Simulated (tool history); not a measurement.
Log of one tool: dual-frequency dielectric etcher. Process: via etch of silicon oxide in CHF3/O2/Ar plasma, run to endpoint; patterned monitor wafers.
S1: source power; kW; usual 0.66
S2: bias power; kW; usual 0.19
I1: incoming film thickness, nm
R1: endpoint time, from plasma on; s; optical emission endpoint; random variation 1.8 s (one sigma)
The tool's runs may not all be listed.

run	hour	S1	S2	I1	R1
1	0	0.71	0.223	613.8	241
2	66.6	0.71	0.223	611	237.1
3	119.6	0.71	0.223	604.2	236.5
4	168.7	0.66	0.174	607.4	273.2
# hour 216.5: wet clean of the chamber
5	223.2	0.62	0.19	619	287.4
6	481.6	0.62	0.19	609.1	274.1
7	519.3	0.62	0.19	606.3	276.5
8	586.2	0.66	0.19	607.3	266.5
# hour 792.6: source power generator calibrated
9	865.9	0.66	0.19	609.5	264.4
# hour 913.8: wet clean of the chamber
10	915.2	0.66	0.19	608.6	276.3
11	1138	0.66	0.219	606.5	252.3
12	1210.5	0.66	0.219	607.7	248.2
13	1247.5	0.66	0.219	610.6	250.4
14	1291.2	0.62	0.158	612.8	299.8
15	1355.9	0.55	0.211	609.8	269.7
# hour 1419.4: bias power generator calibrated
# hour 1443.4: upper electrode replaced
16	1443.9	0.54	0.173	605.4	296.6
17	1500.9	0.66	0.144	609.2	302.9
18	1592.5	0.82	0.166	618.1	256.5
# hour 1624.6: wet clean of the chamber
19	1679.8	0.52	0.203	611.6	294.4
20	1784.7	0.56	0.216	611.9	274.6
21	1854.6	0.52	0.19	613.7	300.2
22	1908.8	0.66	0.19	609	270.7
23	1985.9	0.54	0.19	609.9	289.8
24	2026.5	0.62	0.159	610.1	301.1
25	2125	0.66	0.19	613.3	266.9
# hour 2219.1: wet clean of the chamber
26	2219.6	0.62	0.166	613.3	306.3
27	2302.8	0.66	0.154	602.9	296.2
28	2352.4	0.7	0.227	608.9	243.2
29	2454.1	0.66	0.19	611.5	274.5
30	2547.8	0.78	0.177	612.5	260.9
31	2635.1	0.82	0.151	611.2	275.3
32	2688.4	0.52	0.203	611.9	283.4
# hour 2785.4: wet clean of the chamber
33	2785.9	0.66	0.19	608.9	276.7
34	2831.4	0.78	0.219	611.4	242.2

5 ways to go on from here, each from the tool as it stands after run 34. What would each give?
A	2831.9	0.66	0.19	607.1	?
B	2831.9	0.66	0.229	607.1	?
C	2831.9	0.6	0.169	607.1	?
D	2831.9	0.74	0.209	607.1	?
E	2831.9	0.57	0.173	607.1	?

run	R1
A	273
B	250
C	299.7
D	249.8
E	302.2
Without the tool's hidden state the same runs would have given:
run	R1
A	272.8
B	249.8
C	299.5
D	249.6
E	302

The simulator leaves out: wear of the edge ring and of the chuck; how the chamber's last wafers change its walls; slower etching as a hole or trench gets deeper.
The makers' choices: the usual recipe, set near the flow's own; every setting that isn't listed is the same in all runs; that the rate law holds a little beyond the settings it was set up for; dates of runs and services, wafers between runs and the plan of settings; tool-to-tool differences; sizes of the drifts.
